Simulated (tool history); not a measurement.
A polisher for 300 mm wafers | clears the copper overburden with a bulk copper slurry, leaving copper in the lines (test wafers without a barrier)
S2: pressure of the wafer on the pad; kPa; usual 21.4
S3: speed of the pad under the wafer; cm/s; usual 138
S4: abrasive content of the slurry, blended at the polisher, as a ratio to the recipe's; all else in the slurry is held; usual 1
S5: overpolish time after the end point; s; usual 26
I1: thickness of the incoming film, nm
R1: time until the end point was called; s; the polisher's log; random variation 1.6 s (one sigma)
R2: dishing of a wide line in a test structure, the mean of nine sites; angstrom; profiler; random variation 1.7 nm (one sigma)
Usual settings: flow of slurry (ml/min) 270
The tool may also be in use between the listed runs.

Run 1, hour 0: usual settings; I1 1580.3. Result: R1 88.1 s, R2 1336 angstrom.
At hour 13: slurry blender recalibrated.
Run 2, hour 34.8: usual settings; I1 1588.4. Result: R1 86.3 s, R2 1330 angstrom.
Run 3, hour 81.2: usual settings but S3 110 cm/s, S4 1.05; I1 1571.9. Result: R1 108.1 s, R2 1266 angstrom.
Run 4, hour 132.4: usual settings; I1 1559.4. Result: R1 86.3 s, R2 1313 angstrom.
At hour 151: worn pad replaced by a new one.
Run 5, hour 160.9: usual settings; I1 1573.1. Result: R1 86.1 s, R2 1341 angstrom.
At hour 170.9: slurry nozzle cleaned.
At hour 217.2: slurry blender recalibrated.
Run 6, hour 230.3: usual settings; I1 1545. Result: R1 85.1 s, R2 1307 angstrom.
Run 7, hour 265.6: usual settings; I1 1561. Result: R1 84.7 s, R2 1350 angstrom.
Run 8, hour 325.2: usual settings; I1 1541.3. Result: R1 83.9 s, R2 1352 angstrom.
At hour 359: worn pad replaced by a new one.
Run 9, hour 361.4: usual settings; I1 1570.7. Result: R1 84.6 s, R2 1377 angstrom.
Run 10, hour 391.5: usual settings; I1 1569.7. Result: R1 82.6 s, R2 1353 angstrom.
At hour 396.5: slurry blender recalibrated.
Run 11, hour 435.7: usual settings; I1 1563.1. Result: R1 80.2 s, R2 1377 angstrom.
At hour 443.5: slurry nozzle cleaned.
Run 12, hour 477.6: usual settings but S4 0.9; I1 1579.3. Result: R1 85.6 s, R2 1385 angstrom.
At hour 523.8: worn pad replaced by a new one.
Run 13, hour 524.3: usual settings but S3 114 cm/s; I1 1563.4. Result: R1 97 s, R2 1310 angstrom.
Run 14, hour 594.9: usual settings but S2 13.8 kPa, S4 0.85; I1 1563.9. Result: R1 130.2 s, R2 1051 angstrom.
At hour 597.1: slurry blender recalibrated.
Run 15, hour 664.1: usual settings but flow of slurry (ml/min) 240, S2 26.9 kPa, S4 0.7; I1 1590.6. Result: R1 72.9 s, R2 1526 angstrom.

The next listed run, before its measurement:
At hour 697.8: slurry nozzle cleaned.
At hour 704.8: worn pad replaced by a new one.
Run 16, hour 725.8: usual settings but S3 176 cm/s, S4 0.85, S5 31 s; I1 1551. Result: R1 ?, R2 ?.

R1: 63.1 s
R2: 1471 angstrom
Without the tool's hidden state the same run would have given R1 71.4 s, R2 1388 angstrom.
